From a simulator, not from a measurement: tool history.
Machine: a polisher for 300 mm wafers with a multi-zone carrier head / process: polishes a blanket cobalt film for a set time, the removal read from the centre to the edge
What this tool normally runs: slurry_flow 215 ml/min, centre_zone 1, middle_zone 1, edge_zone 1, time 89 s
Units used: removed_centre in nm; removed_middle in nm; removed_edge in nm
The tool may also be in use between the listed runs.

run	hour	slurry_flow	centre_zone	middle_zone	edge_zone	time	wafers since the last listed run	wafers polished on this pad	hours since the slurry nozzle was cleaned	hours since the centre zone pressure was calibrated	hours since the edge zone pressure was calibrated	hours since the carrier head's membrane was replaced	incoming thickness of the incoming film, nm	removed_centre	removed_middle	removed_edge
1	0	215	1	1	1	89	0	124	377	66.5	255.4	393.6	1368.7	398.1	385.7	413.9
2	73.9	215	1	1	1	89	686	811	450.9	140.4	329.3	467.5	1378.4	384.9	384	401
3	169.5	215	1	0.96	1	89	887	1698	546.5	236	424.9	563.1	1363.4	384.2	367.9	395.6
# hour 193.8: worn pad replaced by a new one
4	211.6	215	1	0.96	1	89	353	165	588.6	278.1	467	605.2	1382.7	388	356	401
# hour 233.1: edge zone pressure recalibrated
5	318.9	215	1	1	1	89	977	1143	695.9	385.4	85.8	712.5	1355	362.8	362	391.2
# hour 352.2: carrier head's membrane replaced by a new one
6	364.4	215	1	1	1	89	376	1519	741.4	430.9	131.3	12.2	1359.1	356.9	363.5	393.9
# hour 424.4: worn pad replaced by a new one, of another model than before
7	457.9	215	1	1	1	89	831	311	834.9	524.4	224.8	105.7	1360.5	204.1	226.8	296.8
# hour 464.8: slurry nozzle cleaned
8	514.9	215	1	1	1	89	520	831	50.1	581.4	281.8	162.7	1360.3	401.5	399.3	414.9
9	575.1	215	0.94	1.07	1	89	559	1390	110.3	641.6	342	222.9	1344.9	370.9	419.9	424.8
10	659	165	1.08	0.91	0.95	89	779	2169	194.2	725.5	425.9	306.8	1376	368.6	323.5	375.2
# hour 664.9: worn pad replaced by a new one
11	701.8	145	0.96	0.9	0.9	89	360	342	237	768.3	468.7	349.6	1363.9	287.6	283.3	345.4
# hour 717.6: centre zone pressure recalibrated
12	763.3	215	1	0.96	1	89	552	894	298.5	45.7	530.2	411.1	1368.1	386.2	367.4	408.8
13	806.6	215	1.04	0.96	1	89	402	1296	341.8	89	573.5	454.4	1356.5	400.2	373.9	406.2
# hour 835.5: edge zone pressure recalibrated
# hour 894.1: worn pad replaced by a new one
14	894.6	215	1	0.93	1	69	761	4	429.8	177	59.1	542.4	1362.1	288.8	270.9	311.1
15	999	190	0.94	1	1	89	969	974	534.2	281.4	163.5	646.8	1350.9	306.4	336.6	371.3
# hour 1069.1: carrier head's membrane replaced by a new one
16	1069.6	215	1	1	1	89	609	1583	604.8	352	234.1	0.5	1349.8	343.2	345.7	377.3

Subtracting, for every run, the result it would have given without the tool's unlogged condition from the measured result gives the following. The same run-to-run variation enters both numbers; the gauge's scatter may not:
Hidden conditions of the tool in this case: removal rate lost through wear of the pad, %; slurry flow missing at the pad, %; deviation of the centre zone's pressure from its setpoint, %; deviation of the edge zone's pressure from its setpoint, %.
run	removed_centre	removed_middle	removed_edge
1	-23.3	-20.1	-15.8
2	-27.6	-24.5	-18.6
3	-35	-29.8	-23.2
4	-39.2	-32	-25.9
5	-47.4	-41.8	-32.1
6	-51.9	-46.6	-35.8
7	-210.2	-184.6	-132.2
8	-5.9	-5.3	-4.1
9	-9.2	-9.4	-7
10	-25.9	-19.8	-15.8
11	-34.8	-29.1	-22.6
12	-26.1	-22.1	-17.9
13	-32.3	-26.8	-21.1
14	-32.7	-27.1	-22.3
15	-65.2	-62.1	-46.2
16	-74.8	-65.7	-49.5
